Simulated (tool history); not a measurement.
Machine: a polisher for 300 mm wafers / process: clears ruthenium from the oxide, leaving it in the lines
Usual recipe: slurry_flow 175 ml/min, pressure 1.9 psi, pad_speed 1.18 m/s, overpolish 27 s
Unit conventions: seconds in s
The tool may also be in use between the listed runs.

| run | hour | slurry_flow | pressure | pad_speed | overpolish | incoming thickness of the incoming film, nm | seconds |
|---|---|---|---|---|---|---|---|
| 1 | 0 | 175 | 1.9 | 1.18 | 33 | 110.3 | 94.8 |
| 2 | 57.9 | 175 | 1.5 | 1.18 | 27 | 110.1 | 115.2 |
| 3 | 105.9 | 175 | 1.5 | 1.18 | 27 | 111.4 | 119.6 |
|  | 117.6 | worn pad replaced by a new one |
| 4 | 130 | 175 | 1.5 | 1.18 | 27 | 109.5 | 119.6 |
| 5 | 199 | 175 | 1.9 | 1.18 | 27 | 108.6 | 109.7 |
|  | 226.8 | slurry nozzle cleaned |
|  | 352.6 | worn pad replaced by a new one |
| 6 | 384.1 | 175 | 1.9 | 1.44 | 40 | 111.6 | 82.2 |
| 7 | 424.1 | 175 | 1.9 | 1.18 | 27 | 110.5 | 95 |
| 8 | 475.9 | 175 | 1.9 | 1.18 | 27 | 109.8 | 94.9 |
|  | 532.9 | head pressure recalibrated |
| 9 | 539.7 | 130 | 1.9 | 1.18 | 27 | 109.1 | 101.2 |
|  | 586.6 | worn pad replaced by a new one |
| 10 | 605.7 | 130 | 1.9 | 1.18 | 27 | 109.3 | 106.1 |
| 11 | 675.6 | 220 | 1.3 | 1.38 | 15 | 110.1 | 115 |
|  | 723.8 | slurry nozzle cleaned |
| 12 | 772.6 | 175 | 1.9 | 1.18 | 27 | 111 | 90.1 |
| 13 | 821.5 | 150 | 1.3 | 1.02 | 18 | 108.9 | 136.9 |
|  | 842.5 | worn pad replaced by a new one |
| 14 | 846.4 | 175 | 1.9 | 1.18 | 27 | 109.8 | 93.2 |
| 15 | 910.4 | 225 | 1.9 | 1.18 | 13 | 109.3 | 85.9 |
| 16 | 964.5 | 175 | 1.9 | 1.48 | 27 | 108.4 | 75.5 |
| 17 | 1033.5 | 115 | 2.5 | 1.5 | 27 | 109.8 | 69.7 |
|  | 1045.7 | worn pad replaced by a new one |
| 18 | 1086.3 | 210 | 1.4 | 1.54 | 33 | 108.6 | 91 |
|  | 1133.5 | slurry nozzle cleaned |
| 19 | 1135.7 | 210 | 1.4 | 1.54 | 33 | 111 | 90.4 |
| 20 | 1161.5 | 230 | 1.9 | 1.18 | 19 | 110 | 86.5 |

Each row is a separate what-if for the run after 20, all from the same tool condition, not one after another. Results?
| A | 1162 | 175 | 1.9 | 1.18 | 35 | 109.6 | ? |
| B | 1162 | 175 | 1.9 | 1.18 | 21 | 109.6 | ? |
| C | 1162 | 160 | 1.2 | 1.06 | 37 | 109.6 | ? |
| D | 1162 | 205 | 2.4 | 1.36 | 27 | 109.6 | ? |

| run | seconds |
|---|---|
| A | 90.6 |
| B | 90.6 |
| C | 140.4 |
| D | 65.3 |
Had the tool no hidden state, the same runs would have come out as:
| run | seconds |
|---|---|
| A | 89.9 |
| B | 89.9 |
| C | 139.2 |
| D | 64.9 |
